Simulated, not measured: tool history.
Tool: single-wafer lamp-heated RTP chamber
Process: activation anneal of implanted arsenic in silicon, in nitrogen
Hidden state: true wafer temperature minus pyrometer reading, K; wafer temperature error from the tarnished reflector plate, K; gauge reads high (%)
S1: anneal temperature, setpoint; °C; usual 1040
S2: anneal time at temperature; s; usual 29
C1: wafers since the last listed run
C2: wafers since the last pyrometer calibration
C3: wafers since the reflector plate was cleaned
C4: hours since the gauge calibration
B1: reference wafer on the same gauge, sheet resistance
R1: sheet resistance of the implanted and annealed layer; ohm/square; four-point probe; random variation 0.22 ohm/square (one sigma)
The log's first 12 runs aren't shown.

run     day    S1  S2   C1    C2     C3     C4      B1      R1
 13   7.425  1040  22  135  6311  13320   44.3  114.01  127.64
 14   8.004  1030  14  130  6442  13451   58.2  113.98  131.24
 15   8.488  1053  29  109  6551  13560   69.8  113.99  123.89
      9.275  -- reflector plate cleaned
 16   9.296  1060  40  107  6659      4   89.2  114.02  120.84
 17   9.421  1040  29   28  6687     33   92.2     114  125.96
 18   9.962  1057  41  122  6809    155  105.2  113.99  120.97
 19   10.65  1040  29  155  6965    310  121.7  113.97  125.94
 20  11.175  1063  19  118  7083    429  134.3  113.98   125.4
     11.721  -- pyrometer window cleaned and pyrometer calibrated
 21  11.742  1051  35   52     4    482  147.9  114.01  124.64
 22  12.208  1040  29  105   110    587  159.1  114.01  127.56
 23  12.529  1020  18   72   182    659  166.8  113.99  132.37
 24  13.033  1040  29  113   296    773  178.9  113.98  127.44
 25  13.471  1014  22   98   395    872  189.4  113.98  132.13
 26  13.921  1040  29  101   497    974  200.2     114  127.45
 27  14.354  1015  21   97   595   1072  210.6  114.02  132.38
 28   15.05  1040  29  157   752   1229  227.3  113.99  126.73
 29  15.646  1065  29  134   886   1364  241.6  114.02  123.29
 30  16.362  1040  15  161  1048   1526  258.8  113.99  131.17
 31  16.729  1070  29   82  1131   1608  267.6  114.01  122.84
 32  17.017  1060  40   64  1196   1673  274.5  114.03  122.13
 33  17.562  1040  29  123  1319   1797  287.6  114.02  127.03
 34  17.958  1040  29   89  1409   1886  297.1     114  126.62
 35  18.258  1061  43   67  1477   1954  304.3  114.01  120.99
 36  18.621  1064  13   81  1559   2036    313  113.96  128.99

Forecast each of these 5 alternatives for the next run:
  A  18.638  1040  29   3  1562  2039  313.4   ?   ?
  B  18.638  1054  12   3  1562  2039  313.4   ?   ?
  C  18.638  1024  19   3  1562  2039  313.4   ?   ?
  D  18.638  1020  14   3  1562  2039  313.4   ?   ?
  E  18.638  1066  20   3  1562  2039  313.4   ?   ?

run   B1      R1
  A  114  126.84
  B  114  130.21
  C  114  131.16
  D  114  133.21
  E  114  125.68
Without the tool's hidden state the same runs would have given:
run      R1
  A  127.72
  B  130.98
  C  131.93
  D  133.99
  E   126.6

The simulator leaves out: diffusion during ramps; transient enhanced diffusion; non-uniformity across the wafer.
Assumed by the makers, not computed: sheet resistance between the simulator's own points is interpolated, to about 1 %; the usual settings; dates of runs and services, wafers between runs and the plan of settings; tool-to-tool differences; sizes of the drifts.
